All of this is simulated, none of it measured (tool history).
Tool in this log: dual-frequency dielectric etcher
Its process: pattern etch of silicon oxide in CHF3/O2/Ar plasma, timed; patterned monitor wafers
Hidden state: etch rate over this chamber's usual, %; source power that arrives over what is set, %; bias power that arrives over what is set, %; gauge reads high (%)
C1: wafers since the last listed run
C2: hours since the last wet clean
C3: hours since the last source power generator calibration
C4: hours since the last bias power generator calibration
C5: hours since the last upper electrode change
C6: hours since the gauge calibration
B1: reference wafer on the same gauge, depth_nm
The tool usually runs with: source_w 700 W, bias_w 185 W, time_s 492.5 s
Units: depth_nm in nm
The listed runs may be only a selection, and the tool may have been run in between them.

run 1 day=0.000 | source_w=780 bias_w=185 time_s=492.5 | C1=0 C2=120.8 C3=1571.1 C4=2003.7 C5=4724.3 C6=70.8 | B1=929.8 | depth_nm=1187.6
run 2 day=1.700 | source_w=780 bias_w=185 time_s=492.5 | C1=174 C2=161.6 C3=1611.9 C4=2044.5 C5=4765.1 C6=111.6 | B1=930.1 | depth_nm=1185.5
run 3 day=2.850 | source_w=700 bias_w=185 time_s=443.0 | C1=118 C2=189.2 C3=1639.5 C4=2072.1 C5=4792.7 C6=139.2 | B1=930.2 | depth_nm=1020.3
run 4 day=4.167 | source_w=700 bias_w=185 time_s=600.0 | C1=135 C2=220.8 C3=1671.1 C4=2103.7 C5=4824.3 C6=170.8 | B1=930.4 | depth_nm=1382.7
run 5 day=4.950 | source_w=700 bias_w=185 time_s=600.0 | C1=80 C2=239.6 C3=1689.9 C4=2122.5 C5=4843.1 C6=189.6 | B1=929.8 | depth_nm=1378.1
run 6 day=6.321 | source_w=830 bias_w=185 time_s=492.5 | C1=141 C2=272.5 C3=1722.8 C4=2155.4 C5=4876.0 C6=222.5 | B1=930.2 | depth_nm=1206.2
-- day=6.962 source power generator calibrated
run 7 day=7.638 | source_w=830 bias_w=185 time_s=492.5 | C1=118 C2=304.1 C3=16.2 C4=2187.0 C5=4907.6 C6=254.1 | B1=930.0 | depth_nm=1207.2
run 8 day=9.500 | source_w=830 bias_w=185 time_s=492.5 | C1=191 C2=348.8 C3=60.9 C4=2231.7 C5=4952.3 C6=298.8 | B1=930.2 | depth_nm=1204.7
-- day=10.304 gauge calibrated
-- day=10.529 upper electrode replaced
run 9 day=10.888 | source_w=700 bias_w=185 time_s=492.5 | C1=39 C2=382.1 C3=94.2 C4=2265.0 C5=8.6 C6=14.0 | B1=930.3 | depth_nm=1125.3
run 10 day=11.783 | source_w=700 bias_w=185 time_s=492.5 | C1=92 C2=403.6 C3=115.7 C4=2286.5 C5=30.1 C6=35.5 | B1=930.1 | depth_nm=1124.1
-- day=13.100 wet clean of the chamber
run 11 day=13.121 | source_w=700 bias_w=140 time_s=425.5 | C1=34 C2=0.5 C3=147.8 C4=2318.6 C5=62.2 C6=67.6 | B1=930.2 | depth_nm=898.3
-- day=13.500 bias power generator calibrated
run 12 day=13.717 | source_w=700 bias_w=171 time_s=492.5 | C1=44 C2=14.8 C3=162.1 C4=5.2 C5=76.5 C6=81.9 | B1=929.8 | depth_nm=1116.8
run 13 day=14.817 | source_w=700 bias_w=201 time_s=492.5 | C1=113 C2=41.2 C3=188.5 C4=31.6 C5=102.9 C6=108.3 | B1=930.2 | depth_nm=1186.5
run 14 day=15.512 | source_w=650 bias_w=214 time_s=492.5 | C1=71 C2=57.9 C3=205.2 C4=48.3 C5=119.6 C6=125.0 | B1=930.1 | depth_nm=1179.1
run 15 day=16.917 | source_w=820 bias_w=207 time_s=492.5 | C1=144 C2=91.6 C3=238.9 C4=82.0 C5=153.3 C6=158.7 | B1=930.4 | depth_nm=1270.5
run 16 day=17.758 | source_w=750 bias_w=170 time_s=443.0 | C1=86 C2=111.8 C3=259.1 C4=102.2 C5=173.5 C6=178.9 | B1=930.0 | depth_nm=1022.5
run 17 day=18.354 | source_w=700 bias_w=185 time_s=492.5 | C1=61 C2=126.1 C3=273.4 C4=116.5 C5=187.8 C6=193.2 | B1=930.1 | depth_nm=1144.1

Branching from run 17: 4 alternative next runs. What would each branch give?
run A day=18.379 | source_w=700 bias_w=185 time_s=562.0 | C1=2 C2=126.7 C3=274.0 C4=117.1 C5=188.4 C6=193.8 | B1=? | depth_nm=?
run B day=18.379 | source_w=700 bias_w=173 time_s=492.5 | C1=2 C2=126.7 C3=274.0 C4=117.1 C5=188.4 C6=193.8 | B1=? | depth_nm=?
run C day=18.379 | source_w=570 bias_w=230 time_s=450.5 | C1=2 C2=126.7 C3=274.0 C4=117.1 C5=188.4 C6=193.8 | B1=? | depth_nm=?
run D day=18.379 | source_w=860 bias_w=171 time_s=371.0 | C1=2 C2=126.7 C3=274.0 C4=117.1 C5=188.4 C6=193.8 | B1=? | depth_nm=?

run=A B1=930.0 depth_nm=1306.2
run=B B1=930.0 depth_nm=1117.1
run=C B1=930.0 depth_nm=1048.9
run=D B1=930.0 depth_nm=908.3
The same runs, with their run-to-run variation unchanged, on a tool lacking any hidden condition would have given:
run=A depth_nm=1312.3
run=B depth_nm=1122.4
run=C depth_nm=1053.8
run=D depth_nm=912.6
